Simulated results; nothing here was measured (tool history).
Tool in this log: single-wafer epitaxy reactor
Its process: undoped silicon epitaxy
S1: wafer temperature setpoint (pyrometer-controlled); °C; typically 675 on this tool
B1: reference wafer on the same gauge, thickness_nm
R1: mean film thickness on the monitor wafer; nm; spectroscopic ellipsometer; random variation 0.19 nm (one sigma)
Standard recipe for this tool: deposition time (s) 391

Run 1, hour 0: usual settings; B1 111.489. Result: R1 92.952 nm.
Run 2, hour 43.8: usual settings; B1 111.619. Result: R1 93.329 nm.
Run 3, hour 93.5: usual settings; B1 111.59. Result: R1 93.223 nm.
Run 4, hour 152: usual settings; B1 111.689. Result: R1 92.845 nm.
Run 5, hour 186: usual settings; B1 111.633. Result: R1 92.874 nm.
Run 6, hour 245.3: usual settings; B1 111.584. Result: R1 93.034 nm.
Run 7, hour 299.1: usual settings; B1 111.681. Result: R1 93.169 nm.
Run 8, hour 361.3: usual settings but deposition time (s) 330; B1 111.575. Result: R1 78.504 nm.
Run 9, hour 430.1: usual settings but deposition time (s) 330; B1 111.6. Result: R1 78.187 nm.
Run 10, hour 474.4: usual settings but S1 663 °C; B1 111.585. Result: R1 70.213 nm.
Run 11, hour 544.4: usual settings; B1 111.558. Result: R1 92.726 nm.
Run 12, hour 604.5: usual settings; B1 111.538. Result: R1 92.859 nm.
Run 13, hour 672.4: usual settings but S1 683 °C; B1 111.642. Result: R1 110.788 nm.
Run 14, hour 730.7: usual settings; B1 111.575. Result: R1 92.639 nm.
Run 15, hour 797.9: usual settings but deposition time (s) 342; B1 111.54. Result: R1 80.81 nm.
Run 16, hour 855.6: usual settings but S1 671 °C; B1 111.503. Result: R1 84.442 nm.
Run 17, hour 882: usual settings; B1 111.59. Result: R1 92.708 nm.
Run 18, hour 908.8: usual settings; B1 111.57. Result: R1 92.583 nm.
Run 19, hour 941.1: usual settings; B1 111.681. Result: R1 92.841 nm.
Run 20, hour 1011.8: usual settings; B1 111.661. Result: R1 92.279 nm.
Run 21, hour 1047.9: usual settings but deposition time (s) 437; B1 111.667. Result: R1 103.607 nm.
Run 22, hour 1082.4: usual settings but deposition time (s) 437; B1 111.62. Result: R1 103.057 nm.
Run 23, hour 1113.8: usual settings but S1 680 °C, deposition time (s) 348; B1 111.621. Result: R1 92.036 nm.
Run 24, hour 1158.6: usual settings but S1 660 °C, deposition time (s) 339; B1 111.634. Result: R1 56.713 nm.
Run 25, hour 1213: usual settings but deposition time (s) 346; B1 111.639. Result: R1 81.637 nm.
At hour 1234.3: gauge calibrated.
Run 26, hour 1284.3: usual settings but S1 683 °C, deposition time (s) 343; B1 111.607. Result: R1 97.346 nm.
Run 27, hour 1352.4: usual settings but deposition time (s) 326; B1 111.604. Result: R1 76.832 nm.
Run 28, hour 1400.8: usual settings but deposition time (s) 327; B1 111.618. Result: R1 77.041 nm.
At hour 1425.2: pyrometer calibrated.
Run 29, hour 1462.1: usual settings but S1 681 °C, deposition time (s) 421; B1 111.613. Result: R1 115.129 nm.
Run 30, hour 1489.8: usual settings but S1 665 °C, deposition time (s) 367; B1 111.514. Result: R1 69.76 nm.
Run 31, hour 1518.4: usual settings; B1 111.525. Result: R1 93.762 nm.
Run 32, hour 1583.3: usual settings but deposition time (s) 451; B1 111.652. Result: R1 107.848 nm.
Run 33, hour 1638.4: usual settings but deposition time (s) 457; B1 111.517. Result: R1 109.342 nm.
Run 34, hour 1678.5: usual settings; B1 111.592. Result: R1 93.396 nm.
Run 35, hour 1747: usual settings but S1 686 °C, deposition time (s) 351; B1 111.6. Result: R1 107.196 nm.
Run 36, hour 1813.9: usual settings but S1 669 °C, deposition time (s) 360; B1 111.643. Result: R1 74.698 nm.
Run 37, hour 1874.3: usual settings but deposition time (s) 440; B1 111.483. Result: R1 104.857 nm.
Run 38, hour 2022: usual settings but S1 670 °C, deposition time (s) 447; B1 111.562. Result: R1 95.231 nm.
Run 39, hour 2079.9: usual settings but deposition time (s) 333; B1 111.579. Result: R1 79.41 nm.
Run 40, hour 2126.4: usual settings but deposition time (s) 351; B1 111.579. Result: R1 83.661 nm.
Run 41, hour 2189.2: usual settings but S1 669 °C, deposition time (s) 360; B1 111.583. Result: R1 74.718 nm.
Run 42, hour 2238.9: usual settings; B1 111.598. Result: R1 93.156 nm.
Run 43, hour 2309.9: usual settings but S1 680 °C, deposition time (s) 422; B1 111.531. Result: R1 112.366 nm.
Run 44, hour 2349.8: usual settings but deposition time (s) 342; B1 111.612. Result: R1 81.333 nm.
Run 45, hour 2500.3: usual settings but S1 684 °C, deposition time (s) 468; B1 111.55. Result: R1 136.373 nm.

Predict each of these 4 candidate next runs independently; none follows another, all start after run 45:
Run A, hour 2500.8: usual settings; B1 ?. Result: R1 ?.
Run B, hour 2500.8: usual settings but deposition time (s) 337; B1 ?. Result: R1 ?.
Run C, hour 2500.8: usual settings but S1 664 °C, deposition time (s) 341; B1 ?. Result: R1 ?.
Run D, hour 2500.8: usual settings but deposition time (s) 465; B1 ?. Result: R1 ?.

run       B1       R1
  A  111.652   93.295
  B  111.652    80.41
  C  111.652   63.148
  D  111.652  110.952
What these runs would have given with no unlogged condition in the tool:
run       R1
  A   94.054
  B   81.064
  C   63.676
  D  111.854
